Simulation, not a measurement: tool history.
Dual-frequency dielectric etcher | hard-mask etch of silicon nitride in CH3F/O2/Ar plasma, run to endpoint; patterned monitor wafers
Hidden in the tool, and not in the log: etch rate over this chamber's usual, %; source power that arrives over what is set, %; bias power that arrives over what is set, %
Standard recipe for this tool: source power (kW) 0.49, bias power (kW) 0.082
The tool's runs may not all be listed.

run     day  source power (kW)  bias power (kW)  wafers since the last listed run  hours since the last wet clean  hours since the last source power generator calibration  hours since the last bias power generator calibration  hours since the last upper electrode change  incoming incoming film thickness, nm  endpoint time (s)
  1       0               0.49            0.082                                 0                           232.8                                                   4475.4                                                 1879.5                                       4297.4                                  55.3               69.4
  2   1.888               0.49            0.082                               361                           278.1                                                   4520.7                                                 1924.8                                       4342.7                                  55.6               70.3
  3     3.9               0.58            0.086                               385                           326.4                                                     4569                                                 1973.1                                         4391                                  54.7               64.2
  4   6.388               0.58            0.086                               476                           386.1                                                   4628.7                                                 2032.8                                       4450.7                                  55.4               65.1
  5   9.183               0.58            0.086                               536                           453.2                                                   4695.8                                                 2099.9                                       4517.8                                  54.9                 63
     10.517  -- wet clean of the chamber
  6  14.046               0.49            0.082                               740                            84.7                                                   4812.5                                                 2216.6                                       4634.5                                  55.4               71.4
  7  16.158               0.49            0.082                               405                           135.4                                                   4863.2                                                 2267.3                                       4685.2                                  54.7               71.1
  8  18.254               0.49            0.082                               401                           185.7                                                   4913.5                                                 2317.6                                       4735.5                                  55.8               71.1
  9  19.892               0.49            0.082                               313                             225                                                   4952.8                                                 2356.9                                       4774.8                                  55.5               71.4
 10  21.192               0.49            0.082                               249                           256.2                                                     4984                                                 2388.1                                         4806                                  54.9               69.6
 11    23.4               0.49            0.082                               423                           309.2                                                     5037                                                 2441.1                                         4859                                  55.1               69.4
     24.529  -- upper electrode replaced
     26.246  -- wet clean of the chamber
 12  26.267               0.49            0.082                               166                             0.5                                                   5105.8                                                 2509.9                                         41.7                                  55.1               72.7
 13  26.517               0.49            0.082                                47                             6.5                                                   5111.8                                                 2515.9                                         47.7                                  55.1               71.8
 14  29.279               0.49            0.082                               529                            72.8                                                   5178.1                                                 2582.2                                          114                                  55.2               72.1
 15  31.238                0.6            0.092                               375                           119.8                                                   5225.1                                                 2629.2                                          161                                  54.8               64.2
     33.512  -- bias power generator calibrated
 16  33.533               0.57             0.07                               408                           174.9                                                   5280.2                                                    0.5                                        216.1                                    55               71.7
 17  39.446                0.6            0.094                              1133                           316.8                                                   5422.1                                                  142.4                                          358                                  55.5               63.2
 18  41.096               0.37            0.082                               316                           356.4                                                   5461.7                                                    182                                        397.6                                    56               75.6
     41.471  -- source power generator calibrated
 19  42.317               0.59            0.074                               202                           385.7                                                     20.3                                                  211.3                                        426.9                                  55.2                 68
 20  45.188               0.45            0.074                               550                           454.6                                                     89.2                                                  280.2                                        495.8                                  54.4               72.5
     46.729  -- wet clean of the chamber
 21  47.638               0.49            0.082                               278                            21.8                                                      148                                                    339                                        554.6                                  55.4                 72
 22    49.8                0.6            0.092                               414                            73.7                                                    199.9                                                  390.9                                        606.5                                  55.4               65.7
 23  51.246               0.41            0.089                               277                           108.4                                                    234.6                                                  425.6                                        641.2                                  55.3               72.6
 24  53.738                0.6            0.091                               477                           168.2                                                    294.4                                                  485.4                                          701                                  54.9               65.5
 25  55.612               0.49            0.096                               359                           213.2                                                    339.4                                                  530.4                                          746                                  55.4               67.1
 26    58.4               0.49            0.082                               534                           280.1                                                    406.3                                                  597.3                                        812.9                                  54.9               70.5
 27  59.529               0.39            0.082                               216                           307.2                                                    433.4                                                  624.4                                          840                                  55.1               73.2
 28  60.846                0.6            0.098                               252                           338.8                                                      465                                                    656                                        871.6                                  54.5               61.8
     63.221  -- wet clean of the chamber
 29  63.242               0.42            0.091                               267                             0.5                                                    522.5                                                  713.5                                        929.1                                  55.4               73.5

Alternative continuations, all from the tool just after run 29; predict every row:
  A  63.258               0.49            0.092                                 3                             0.9                                                    522.9                                                  713.9                                        929.5                                  55.1                  ?
  B  63.258               0.55              0.1                                 3                             0.9                                                    522.9                                                  713.9                                        929.5                                  55.1                  ?
  C  63.258               0.53            0.064                                 3                             0.9                                                    522.9                                                  713.9                                        929.5                                  55.1                  ?
  D  63.258               0.55            0.082                                 3                             0.9                                                    522.9                                                  713.9                                        929.5                                  55.1                  ?
  E  63.258               0.44              0.1                                 3                             0.9                                                    522.9                                                  713.9                                        929.5                                  55.1                  ?

run  endpoint time (s)
  A               70.4
  B               66.5
  C               77.5
  D                 71
  E               70.3
Without the tool's hidden state the same runs would have given:
run  endpoint time (s)
  A               70.3
  B               66.3
  C               77.4
  D               70.9
  E               70.1
